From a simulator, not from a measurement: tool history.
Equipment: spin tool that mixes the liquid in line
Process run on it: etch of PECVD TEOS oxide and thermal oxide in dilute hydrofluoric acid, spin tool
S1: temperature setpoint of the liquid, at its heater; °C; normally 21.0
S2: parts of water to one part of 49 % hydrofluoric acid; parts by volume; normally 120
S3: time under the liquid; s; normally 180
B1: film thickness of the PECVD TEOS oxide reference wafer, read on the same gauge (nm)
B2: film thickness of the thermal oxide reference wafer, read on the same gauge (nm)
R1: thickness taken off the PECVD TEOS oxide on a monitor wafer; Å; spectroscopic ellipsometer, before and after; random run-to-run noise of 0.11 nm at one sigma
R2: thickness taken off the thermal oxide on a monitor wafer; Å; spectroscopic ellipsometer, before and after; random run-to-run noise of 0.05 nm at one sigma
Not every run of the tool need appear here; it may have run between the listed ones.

run    hour    S1   S2   S3     B1     B2     R1     R2
  1     0.0  21.0  120  180  50.00  40.03  154.4   58.1
       34.0  -- thermometer replaced
  2    66.3  21.0  120  180  49.99  40.04  153.9   58.0
  3   314.9  21.0  120  180  49.99  39.99  154.1   56.9
  4   393.9  23.5  150  180  50.03  39.99  131.1   48.9
  5   441.8  23.5  150  180  49.96  39.97  131.0   48.4
  6   515.4  23.5  150  180  50.03  40.00  129.8   49.0
      564.9  -- thermometer replaced
  7   573.2  21.0  120  180  49.94  39.98  153.8   58.1
      689.1  -- hydrofluoric acid flow meter replaced
  8   709.4  26.0  120  275  50.00  40.01  286.5  104.5
  9   800.0  19.5  120  245  50.01  40.00  196.6   74.9
 10   889.1  25.0   85  120  50.01  39.99  178.4   65.7
 11   939.4  17.0  120  180  49.95  39.98  129.2   48.9
 12  1025.1  18.5  120  180  50.03  39.98  139.0   51.7
     1235.8  -- thermometer replaced
 13  1272.4  19.0  120  180  49.98  40.00  140.8   52.6
 14  1377.6  23.0  175  180  50.04  39.97  107.1   39.7
 15  1465.1  21.0  120  180  50.02  39.99  155.3   57.8
     1478.3  -- gauge calibrated
 16  1515.6  21.0  175  220  50.01  39.99  122.5   44.5
 17  1611.4  21.0  175  180  49.99  40.03   99.4   36.9
 18  1670.5  19.5  120  180  50.02  40.02  146.6   54.4
 19  1741.9  21.0  120  180  50.02  39.99  153.4   57.1
     1821.0  -- thermometer replaced
 20  1825.0  23.5  120  180  50.06  39.96  170.3   62.1
 21  1883.4  21.0   70  260  49.98  40.02  398.0  148.6
 22  1982.2  21.0  120  180  50.03  39.99  154.3   57.6
 23  2069.4  17.0  175  235  50.01  39.96  111.7   41.1
 24  2154.2  17.0  175  235  50.02  40.01  110.3   41.1
 25  2221.9  18.0  120  180  49.98  40.02  136.0   50.7

Predict each of these 5 candidate next runs independently; none follows another, all start after run 25:
  A  2222.4  21.0  120  180   ?   ?   ?   ?
  B  2222.4  23.0   90  180   ?   ?   ?   ?
  C  2222.4  18.5   65  180   ?   ?   ?   ?
  D  2222.4  25.0  120  180   ?   ?   ?   ?
  E  2222.4  21.0  160  180   ?   ?   ?   ?

run     B1     B2     R1     R2
  A  50.04  40.04  154.1   57.3
  B  50.04  40.04  230.6   85.8
  C  50.04  40.04  272.9  101.6
  D  50.04  40.04  180.4   67.1
  E  50.04  40.04  110.7   41.2
Take away the tool's hidden state, keep each run's random variation, and the runs would have read:
run     R1     R2
  A  154.1   57.3
  B  230.6   85.8
  C  272.9  101.6
  D  180.4   67.1
  E  110.7   41.2

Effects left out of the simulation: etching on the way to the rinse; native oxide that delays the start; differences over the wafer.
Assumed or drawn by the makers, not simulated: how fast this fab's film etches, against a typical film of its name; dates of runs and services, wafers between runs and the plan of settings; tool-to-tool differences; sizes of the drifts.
